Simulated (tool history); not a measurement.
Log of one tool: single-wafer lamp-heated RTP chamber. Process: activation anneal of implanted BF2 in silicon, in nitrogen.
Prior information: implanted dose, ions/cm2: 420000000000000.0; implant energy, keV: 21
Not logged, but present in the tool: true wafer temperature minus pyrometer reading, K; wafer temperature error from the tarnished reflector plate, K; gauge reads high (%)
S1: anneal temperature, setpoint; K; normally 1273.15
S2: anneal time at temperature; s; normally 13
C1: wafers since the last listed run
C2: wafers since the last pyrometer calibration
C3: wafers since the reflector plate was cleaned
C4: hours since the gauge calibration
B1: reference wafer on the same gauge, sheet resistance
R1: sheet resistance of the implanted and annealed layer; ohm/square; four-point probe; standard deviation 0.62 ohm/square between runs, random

| run | hour | S1 | S2 | C1 | C2 | C3 | C4 | B1 | R1 |
|---|---|---|---|---|---|---|---|---|---|
| 1 | 0.0 | 1273.15 | 13 | 0 | 747 | 3865 | 894.7 | 322.01 | 283.22 |
| 2 | 20.4 | 1273.15 | 13 | 480 | 1228 | 4345 | 915.1 | 321.95 | 282.64 |
| 3 | 47.9 | 1273.15 | 13 | 647 | 1875 | 4993 | 942.6 | 321.89 | 282.36 |
| 4 | 74.0 | 1273.15 | 13 | 614 | 2490 | 5607 | 968.7 | 321.99 | 282.90 |
| 5 | 89.8 | 1273.15 | 13 | 372 | 2862 | 5979 | 984.5 | 321.96 | 282.51 |
|  | 124.5 | reflector plate cleaned |
| 6 | 125.7 | 1273.15 | 13 | 657 | 3519 | 28 | 1020.4 | 321.85 | 281.62 |
| 7 | 139.9 | 1273.15 | 13 | 334 | 3854 | 363 | 1034.6 | 321.96 | 281.22 |
|  | 155.3 | pyrometer window cleaned and pyrometer calibrated |
| 8 | 159.2 | 1273.15 | 13 | 266 | 91 | 629 | 1053.9 | 322.00 | 282.94 |
| 9 | 192.9 | 1273.15 | 13 | 793 | 885 | 1422 | 1087.6 | 322.10 | 283.01 |
| 10 | 212.7 | 1273.15 | 13 | 466 | 1351 | 1889 | 1107.4 | 321.95 | 282.89 |
| 11 | 239.8 | 1273.15 | 13 | 638 | 1990 | 2527 | 1134.5 | 322.23 | 283.39 |
| 12 | 253.8 | 1273.15 | 13 | 329 | 2319 | 2857 | 1148.5 | 322.07 | 281.19 |
| 13 | 267.9 | 1273.15 | 13 | 332 | 2651 | 3189 | 1162.6 | 321.97 | 281.58 |
| 14 | 287.5 | 1273.15 | 13 | 461 | 3113 | 3650 | 1182.2 | 321.79 | 281.64 |
| 15 | 319.2 | 1302.15 | 15 | 746 | 3860 | 4397 | 1213.9 | 322.19 | 274.81 |
|  | 350.6 | reflector plate cleaned |
| 16 | 351.1 | 1301.15 | 13 | 562 | 4422 | 11 | 1245.8 | 321.99 | 274.86 |
|  | 361.9 | gauge calibrated |
|  | 365.9 | pyrometer window cleaned and pyrometer calibrated |
| 17 | 372.8 | 1250.15 | 18 | 322 | 163 | 334 | 10.9 | 321.80 | 294.34 |
| 18 | 420.3 | 1250.15 | 18 | 1118 | 1281 | 1452 | 58.4 | 322.08 | 293.14 |
| 19 | 440.6 | 1273.15 | 13 | 478 | 1759 | 1930 | 78.7 | 322.02 | 282.76 |
| 20 | 460.1 | 1273.15 | 13 | 459 | 2219 | 2390 | 98.2 | 322.22 | 282.11 |
| 21 | 490.3 | 1249.15 | 10 | 711 | 2930 | 3101 | 128.4 | 321.74 | 297.51 |
| 22 | 508.6 | 1298.15 | 13 | 430 | 3361 | 3532 | 146.7 | 322.03 | 277.93 |
| 23 | 572.0 | 1273.15 | 13 | 1493 | 4854 | 5025 | 210.1 | 321.90 | 280.42 |
|  | 589.4 | reflector plate cleaned |
|  | 598.2 | pyrometer window cleaned and pyrometer calibrated |
| 24 | 604.0 | 1273.15 | 13 | 376 | 137 | 154 | 242.1 | 322.00 | 283.86 |
| 25 | 620.0 | 1273.15 | 8 | 376 | 514 | 531 | 258.1 | 321.87 | 286.63 |
| 26 | 653.7 | 1273.15 | 13 | 793 | 1308 | 1325 | 291.8 | 321.87 | 284.07 |
| 27 | 666.7 | 1246.15 | 19 | 306 | 1614 | 1631 | 304.8 | 321.98 | 297.06 |
| 28 | 695.3 | 1273.15 | 13 | 673 | 2287 | 2304 | 333.4 | 321.92 | 283.10 |
| 29 | 709.2 | 1273.15 | 18 | 327 | 2615 | 2632 | 347.3 | 321.88 | 281.16 |
| 30 | 741.0 | 1260.15 | 18 | 748 | 3364 | 3381 | 379.1 | 321.92 | 284.71 |
| 31 | 758.7 | 1263.15 | 20 | 416 | 3781 | 3797 | 396.8 | 321.94 | 282.02 |
| 32 | 776.7 | 1273.15 | 13 | 423 | 4205 | 4221 | 414.8 | 321.94 | 281.97 |
| 33 | 791.4 | 1273.15 | 13 | 346 | 4551 | 4568 | 429.5 | 322.04 | 280.69 |
|  | 822.1 | reflector plate cleaned |
|  | 825.4 | pyrometer window cleaned and pyrometer calibrated |
| 34 | 825.9 | 1262.15 | 7 | 545 | 11 | 11 | 464.0 | 322.06 | 292.50 |
| 35 | 850.8 | 1251.15 | 20 | 586 | 598 | 598 | 488.9 | 322.04 | 290.53 |
| 36 | 873.4 | 1262.15 | 18 | 532 | 1130 | 1130 | 511.5 | 322.07 | 284.82 |

Difference, measured minus no-hidden-state, one row per run. Run-to-run variation is common to both terms; the gauge's own scatter need not be:
| run | R1 |
|---|---|
| 1 | -0.78 |
| 2 | -0.90 |
| 3 | -1.16 |
| 4 | -1.49 |
| 5 | -1.72 |
| 6 | -2.32 |
| 7 | -2.58 |
| 8 | -0.80 |
| 9 | -0.91 |
| 10 | -1.05 |
| 11 | -1.32 |
| 12 | -1.47 |
| 13 | -1.67 |
| 14 | -1.98 |
| 15 | -1.96 |
| 16 | -2.46 |
| 17 | -0.74 |
| 18 | -1.34 |
| 19 | -0.71 |
| 20 | -0.95 |
| 21 | -4.49 |
| 22 | -1.22 |
| 23 | -2.99 |
| 24 | -0.04 |
| 25 | -0.09 |
| 26 | -0.28 |
| 27 | -1.21 |
| 28 | -0.78 |
| 29 | -0.93 |
| 30 | -2.66 |
| 31 | -2.73 |
| 32 | -2.25 |
| 33 | -2.55 |
| 34 | -1.12 |
| 35 | -1.49 |
| 36 | -1.17 |
